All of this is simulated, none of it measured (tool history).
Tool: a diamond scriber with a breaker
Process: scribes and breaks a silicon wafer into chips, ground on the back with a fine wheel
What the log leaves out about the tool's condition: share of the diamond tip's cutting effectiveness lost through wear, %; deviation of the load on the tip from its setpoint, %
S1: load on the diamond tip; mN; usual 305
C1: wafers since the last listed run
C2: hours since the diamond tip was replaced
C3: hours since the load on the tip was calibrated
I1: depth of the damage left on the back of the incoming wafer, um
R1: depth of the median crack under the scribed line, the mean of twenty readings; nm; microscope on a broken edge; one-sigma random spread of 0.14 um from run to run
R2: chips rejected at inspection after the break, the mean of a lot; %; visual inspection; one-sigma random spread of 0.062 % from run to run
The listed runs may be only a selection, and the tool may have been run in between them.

run     day   S1   C1     C2      C3    I1     R1     R2
  1   0.000  305    0  478.6  1149.9  2.86  10310   4.18
  2   1.033  305   71  503.4  1174.7  2.79  10520   3.56
  3   1.717  237   46  519.8  1191.1  1.92   9470   8.12
  4   2.400  237   46  536.2  1207.5  2.22   9410   8.38
  5   3.146  237   51  554.1  1225.4  2.74   9530  10.08
  6   3.958  338   55  573.6  1244.9  2.39  10800   2.18
  7   4.788  338   57  593.5  1264.8  2.25  10650   1.81
  8   6.138  305   92  625.9  1297.2  2.32  10010   3.50
  9   6.883  305   51  643.8  1315.1  1.99  10150   3.15
 10   8.033  305   79  671.4  1342.7  3.00  10170   5.11
 11   8.612  305   39  685.3  1356.6  2.57  10000   4.45
 12   9.342  243   50  702.8  1374.1  2.51   9320  10.43
 13  10.433  243   75  729.0  1400.3  2.70   9330  10.67
 14  11.400  238   66  752.2  1423.5  2.37   9080  11.69
 15  12.283  216   60  773.4  1444.7  1.94   8960  14.39
 16  13.579  245   89  804.5  1475.8  2.59   9070  10.61
     13.817  -- load on the tip recalibrated
 17  14.712  271   72  831.7    21.5  2.11   9570   8.39
     15.329  -- diamond tip replaced by a new one
 18  15.762  216   66   10.4    46.7  1.73  10020   5.02
 19  16.421  221   45   26.2    62.5  2.23   9870   4.83
 20  17.429  334   69   50.4    86.7  2.59  11340   1.84
 21  18.688  305   86   80.6   116.9  1.69  10930   0.93
 22  19.221  231   36   93.4   129.7  2.40  10080   5.14
 23  20.033  346   55  112.9   149.2  1.71  11780   1.15
 24  20.942  240   62  134.7   171.0  2.57  10050   4.64
 25  23.625  382  184  199.1   235.4  2.68  12080   2.87
 26  24.650  252   70  223.7   260.0  2.13   9950   3.85

State the hidden condition of the tool at each of the runs:
deviation of the load on the tip from its setpoint, %: 0, the same for each run
H1: share of the diamond tip's cutting effectiveness lost through wear, %
run     H1
  1   9.47
  2    9.9
  3   10.2
  4   10.5
  5   10.8
  6   11.1
  7   11.5
  8     12
  9   12.4
 10   12.8
 11   13.1
 12   13.4
 13   13.8
 14   14.3
 15   14.6
 16   15.2
 17   15.6
 18  0.219
 19  0.495
 20  0.918
 21   1.45
 22   1.67
 23   2.01
 24   2.39
 25   3.52
 26   3.95
